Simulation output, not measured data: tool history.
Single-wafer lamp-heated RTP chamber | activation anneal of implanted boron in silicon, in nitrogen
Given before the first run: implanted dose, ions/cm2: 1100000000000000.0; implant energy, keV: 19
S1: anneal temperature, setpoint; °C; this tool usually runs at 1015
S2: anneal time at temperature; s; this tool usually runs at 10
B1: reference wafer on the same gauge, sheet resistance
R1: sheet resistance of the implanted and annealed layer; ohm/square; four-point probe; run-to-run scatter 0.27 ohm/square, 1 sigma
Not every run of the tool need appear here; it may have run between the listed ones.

Run 1, hour 0.0: usual settings; B1 109.97. Result: R1 109.18 ohm/square.
Run 2, hour 14.9: usual settings; B1 109.96. Result: R1 109.29 ohm/square.
Run 3, hour 28.6: usual settings; B1 110.04. Result: R1 108.95 ohm/square.
Run 4, hour 38.0: usual settings; B1 110.14. Result: R1 109.63 ohm/square.
Run 5, hour 51.9: usual settings; B1 110.11. Result: R1 108.79 ohm/square.
Run 6, hour 58.5: usual settings; B1 109.98. Result: R1 108.92 ohm/square.
Run 7, hour 66.5: usual settings; B1 110.10. Result: R1 109.39 ohm/square.
Run 8, hour 73.8: usual settings; B1 110.03. Result: R1 108.99 ohm/square.
Run 9, hour 85.8: usual settings but S1 991 °C; B1 109.93. Result: R1 113.39 ohm/square.
At hour 94.1: pyrometer window cleaned and pyrometer calibrated.
Run 10, hour 101.1: usual settings; B1 109.99. Result: R1 109.91 ohm/square.
Run 11, hour 109.9: usual settings; B1 109.93. Result: R1 109.63 ohm/square.
Run 12, hour 116.8: usual settings but S2 14 s; B1 109.99. Result: R1 108.87 ohm/square.
Run 13, hour 129.6: usual settings; B1 109.96. Result: R1 109.41 ohm/square.
At hour 179.3: reflector plate cleaned.
Run 14, hour 179.8: usual settings but S1 991 °C, S2 12 s; B1 110.00. Result: R1 114.50 ohm/square.
Run 15, hour 183.9: usual settings but S1 1041 °C, S2 7 s; B1 110.12. Result: R1 106.57 ohm/square.
Run 16, hour 195.7: usual settings but S1 1004 °C, S2 12 s; B1 109.99. Result: R1 109.51 ohm/square.
At hour 205.0: pyrometer window cleaned and pyrometer calibrated.
Run 17, hour 212.8: usual settings; B1 110.09. Result: R1 109.71 ohm/square.
Run 18, hour 219.7: usual settings but S1 997 °C, S2 7 s; B1 110.01. Result: R1 116.16 ohm/square.
At hour 230.9: gauge calibrated.
Run 19, hour 233.5: usual settings but S2 13 s; B1 110.04. Result: R1 108.88 ohm/square.
Run 20, hour 247.7: usual settings but S1 1038 °C, S2 5 s; B1 110.00. Result: R1 107.35 ohm/square.
Run 21, hour 264.7: usual settings but S1 996 °C, S2 7 s; B1 110.08. Result: R1 115.20 ohm/square.
Run 22, hour 281.4: usual settings but S1 1026 °C; B1 109.99. Result: R1 107.45 ohm/square.
Run 23, hour 289.4: usual settings but S1 1041 °C, S2 6 s; B1 110.00. Result: R1 106.74 ohm/square.
Run 24, hour 295.7: usual settings; B1 109.92. Result: R1 108.86 ohm/square.
Run 25, hour 309.3: usual settings but S1 1031 °C, S2 8 s; B1 110.10. Result: R1 106.72 ohm/square.
Run 26, hour 317.7: usual settings but S1 1003 °C; B1 109.90. Result: R1 109.90 ohm/square.

Each run again, without the hidden state but with its own random variation kept:
Hidden conditions of the tool in this case: true wafer temperature minus pyrometer reading, K; wafer temperature error from the tarnished reflector plate, K; gauge reads high (%).
run      R1
  1  109.44
  2  109.66
  3  109.48
  4  110.29
  5  109.67
  6  109.92
  7  110.54
  8  110.28
  9  117.75
 10  110.23
 11  109.97
 12  109.20
 13  109.89
 14  117.71
 15  106.99
 16  111.74
 17  109.97
 18  116.84
 19  109.21
 20  107.59
 21  116.98
 22  108.08
 23  107.15
 24  110.09
 25  107.55
 26  112.68
